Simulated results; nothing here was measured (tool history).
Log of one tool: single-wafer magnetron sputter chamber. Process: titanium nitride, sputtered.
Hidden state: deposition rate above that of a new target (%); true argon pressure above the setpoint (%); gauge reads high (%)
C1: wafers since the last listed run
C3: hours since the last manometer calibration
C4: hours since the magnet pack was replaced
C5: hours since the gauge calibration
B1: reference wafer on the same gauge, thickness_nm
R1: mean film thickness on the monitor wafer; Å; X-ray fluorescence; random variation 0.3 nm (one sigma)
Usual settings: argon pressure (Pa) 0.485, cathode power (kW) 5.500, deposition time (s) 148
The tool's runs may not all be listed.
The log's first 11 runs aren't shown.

{"run": 12, "hour": 781.6, "argon pressure (Pa)": 0.485, "cathode power (kW)": 5.5, "deposition time (s)": 125, "C1": 676, "wafers on the sputter target": 5744, "C3": 825.2, "C4": 11676.3, "C5": 1757.9, "B1": 135.48, "R1": 1135.15}
{"run": 13, "hour": 873.4, "argon pressure (Pa)": 0.485, "cathode power (kW)": 5.5, "deposition time (s)": 125, "C1": 685, "wafers on the sputter target": 6429, "C3": 917.0, "C4": 11768.1, "C5": 1849.7, "B1": 135.515, "R1": 1140.6}
{"run": 14, "hour": 934.0, "argon pressure (Pa)": 0.485, "cathode power (kW)": 5.5, "deposition time (s)": 148, "C1": 452, "wafers on the sputter target": 6882, "C3": 977.6, "C4": 11828.7, "C5": 1910.3, "B1": 135.612, "R1": 1341.59}
{"run": 15, "hour": 987.6, "argon pressure (Pa)": 0.485, "cathode power (kW)": 5.5, "deposition time (s)": 148, "C1": 400, "wafers on the sputter target": 7282, "C3": 1031.2, "C4": 11882.3, "C5": 1963.9, "B1": 135.558, "R1": 1347.99}
{"hour": 1022.6, "done": "capacitance manometer re-zeroed and calibrated"}
{"run": 16, "hour": 1028.2, "argon pressure (Pa)": 0.485, "cathode power (kW)": 5.5, "deposition time (s)": 148, "C1": 243, "wafers on the sputter target": 7525, "C3": 5.6, "C4": 11922.9, "C5": 2004.5, "B1": 135.579, "R1": 1343.99}
{"run": 17, "hour": 1092.9, "argon pressure (Pa)": 0.485, "cathode power (kW)": 5.5, "deposition time (s)": 148, "C1": 482, "wafers on the sputter target": 8008, "C3": 70.3, "C4": 11987.6, "C5": 2069.2, "B1": 135.806, "R1": 1347.23}
{"hour": 1144.3, "done": "sputter target and shields replaced"}
{"hour": 1170.5, "done": "magnet pack replaced"}
{"run": 18, "hour": 1290.6, "argon pressure (Pa)": 0.406, "cathode power (kW)": 5.85, "deposition time (s)": 137, "C1": 1356, "wafers on the sputter target": 1032, "C3": 268.0, "C4": 120.1, "C5": 2266.9, "B1": 135.781, "R1": 1371.31}
{"run": 19, "hour": 1383.5, "argon pressure (Pa)": 0.647, "cathode power (kW)": 4.45, "deposition time (s)": 126, "C1": 693, "wafers on the sputter target": 1725, "C3": 360.9, "C4": 213.0, "C5": 2359.8, "B1": 135.927, "R1": 881.98}
{"run": 20, "hour": 1438.0, "argon pressure (Pa)": 0.554, "cathode power (kW)": 5.5, "deposition time (s)": 128, "C1": 406, "wafers on the sputter target": 2132, "C3": 415.4, "C4": 267.5, "C5": 2414.3, "B1": 135.839, "R1": 1140.54}
{"run": 21, "hour": 1536.9, "argon pressure (Pa)": 0.316, "cathode power (kW)": 5.5, "deposition time (s)": 164, "C1": 738, "wafers on the sputter target": 2870, "C3": 514.3, "C4": 366.4, "C5": 2513.2, "B1": 135.968, "R1": 1580.11}
{"run": 22, "hour": 1591.7, "argon pressure (Pa)": 0.648, "cathode power (kW)": 6.75, "deposition time (s)": 128, "C1": 409, "wafers on the sputter target": 3279, "C3": 569.1, "C4": 421.2, "C5": 2568.0, "B1": 136.062, "R1": 1358.58}
{"run": 23, "hour": 1663.3, "argon pressure (Pa)": 0.374, "cathode power (kW)": 5.5, "deposition time (s)": 162, "C1": 534, "wafers on the sputter target": 3814, "C3": 640.7, "C4": 492.8, "C5": 2639.6, "B1": 136.055, "R1": 1537.36}
{"run": 24, "hour": 1907.5, "argon pressure (Pa)": 0.485, "cathode power (kW)": 5.5, "deposition time (s)": 148, "C1": 1822, "wafers on the sputter target": 5636, "C3": 884.9, "C4": 737.0, "C5": 2883.8, "B1": 136.336, "R1": 1355.36}
{"run": 25, "hour": 1996.9, "argon pressure (Pa)": 0.646, "cathode power (kW)": 5.85, "deposition time (s)": 139, "C1": 667, "wafers on the sputter target": 6304, "C3": 974.3, "C4": 826.4, "C5": 2973.2, "B1": 136.278, "R1": 1281.16}
{"hour": 2022.1, "done": "capacitance manometer re-zeroed and calibrated"}
{"hour": 2102.6, "done": "sputter target and shields replaced"}
{"hour": 2131.3, "done": "gauge calibrated"}
{"run": 26, "hour": 2151.5, "argon pressure (Pa)": 0.611, "cathode power (kW)": 5.5, "deposition time (s)": 124, "C1": 1034, "wafers on the sputter target": 365, "C3": 129.4, "C4": 981.0, "C5": 20.2, "B1": 133.969, "R1": 1071.46}
{"run": 27, "hour": 2255.5, "argon pressure (Pa)": 0.485, "cathode power (kW)": 5.5, "deposition time (s)": 148, "C1": 776, "wafers on the sputter target": 1141, "C3": 233.4, "C4": 1085.0, "C5": 124.2, "B1": 134.03, "R1": 1332.46}
{"run": 28, "hour": 2322.4, "argon pressure (Pa)": 0.35, "cathode power (kW)": 5.5, "deposition time (s)": 148, "C1": 499, "wafers on the sputter target": 1640, "C3": 300.3, "C4": 1151.9, "C5": 191.1, "B1": 134.185, "R1": 1394.01}
{"run": 29, "hour": 2387.9, "argon pressure (Pa)": 0.485, "cathode power (kW)": 5.5, "deposition time (s)": 132, "C1": 488, "wafers on the sputter target": 2129, "C3": 365.8, "C4": 1217.4, "C5": 256.6, "B1": 134.319, "R1": 1188.4}
{"run": 30, "hour": 2487.7, "argon pressure (Pa)": 0.485, "cathode power (kW)": 5.5, "deposition time (s)": 148, "C1": 744, "wafers on the sputter target": 2874, "C3": 465.6, "C4": 1317.2, "C5": 356.4, "B1": 134.352, "R1": 1334.18}
{"run": 31, "hour": 2592.4, "argon pressure (Pa)": 0.651, "cathode power (kW)": 6.2, "deposition time (s)": 163, "C1": 781, "wafers on the sputter target": 3655, "C3": 570.3, "C4": 1421.9, "C5": 461.1, "B1": 134.469, "R1": 1569.58}
{"run": 32, "hour": 2628.9, "argon pressure (Pa)": 0.485, "cathode power (kW)": 4.55, "deposition time (s)": 148, "C1": 272, "wafers on the sputter target": 3928, "C3": 606.8, "C4": 1458.4, "C5": 497.6, "B1": 134.512, "R1": 1107.24}
{"run": 33, "hour": 2727.8, "argon pressure (Pa)": 0.485, "cathode power (kW)": 5.5, "deposition time (s)": 177, "C1": 738, "wafers on the sputter target": 4666, "C3": 705.7, "C4": 1557.3, "C5": 596.5, "B1": 134.475, "R1": 1595.42}
{"run": 34, "hour": 2782.2, "argon pressure (Pa)": 0.485, "cathode power (kW)": 5.5, "deposition time (s)": 148, "C1": 406, "wafers on the sputter target": 5072, "C3": 760.1, "C4": 1611.7, "C5": 650.9, "B1": 134.64, "R1": 1337.86}
{"run": 35, "hour": 2827.5, "argon pressure (Pa)": 0.485, "cathode power (kW)": 6.45, "deposition time (s)": 148, "C1": 338, "wafers on the sputter target": 5410, "C3": 805.4, "C4": 1657.0, "C5": 696.2, "B1": 134.761, "R1": 1566.27}

Forecast each of these 3 alternatives for the next run:
{"run": "A", "hour": 2827.9, "argon pressure (Pa)": 0.485, "cathode power (kW)": 5.5, "deposition time (s)": 148, "C1": 2, "wafers on the sputter target": 5413, "C3": 805.8, "C4": 1657.4, "C5": 696.6, "B1": "?", "R1": "?"}
{"run": "B", "hour": 2827.9, "argon pressure (Pa)": 0.485, "cathode power (kW)": 6.2, "deposition time (s)": 148, "C1": 2, "wafers on the sputter target": 5413, "C3": 805.8, "C4": 1657.4, "C5": 696.6, "B1": "?", "R1": "?"}
{"run": "C", "hour": 2827.9, "argon pressure (Pa)": 0.555, "cathode power (kW)": 5.9, "deposition time (s)": 148, "C1": 2, "wafers on the sputter target": 5413, "C3": 805.8, "C4": 1657.4, "C5": 696.6, "B1": "?", "R1": "?"}

run=A B1=134.544 R1=1336.21
run=B B1=134.544 R1=1506.28
run=C B1=134.544 R1=1400.35
Without the tool's hidden state the same runs would have given:
run=A R1=1330.04
run=B R1=1499.32
run=C R1=1393.88

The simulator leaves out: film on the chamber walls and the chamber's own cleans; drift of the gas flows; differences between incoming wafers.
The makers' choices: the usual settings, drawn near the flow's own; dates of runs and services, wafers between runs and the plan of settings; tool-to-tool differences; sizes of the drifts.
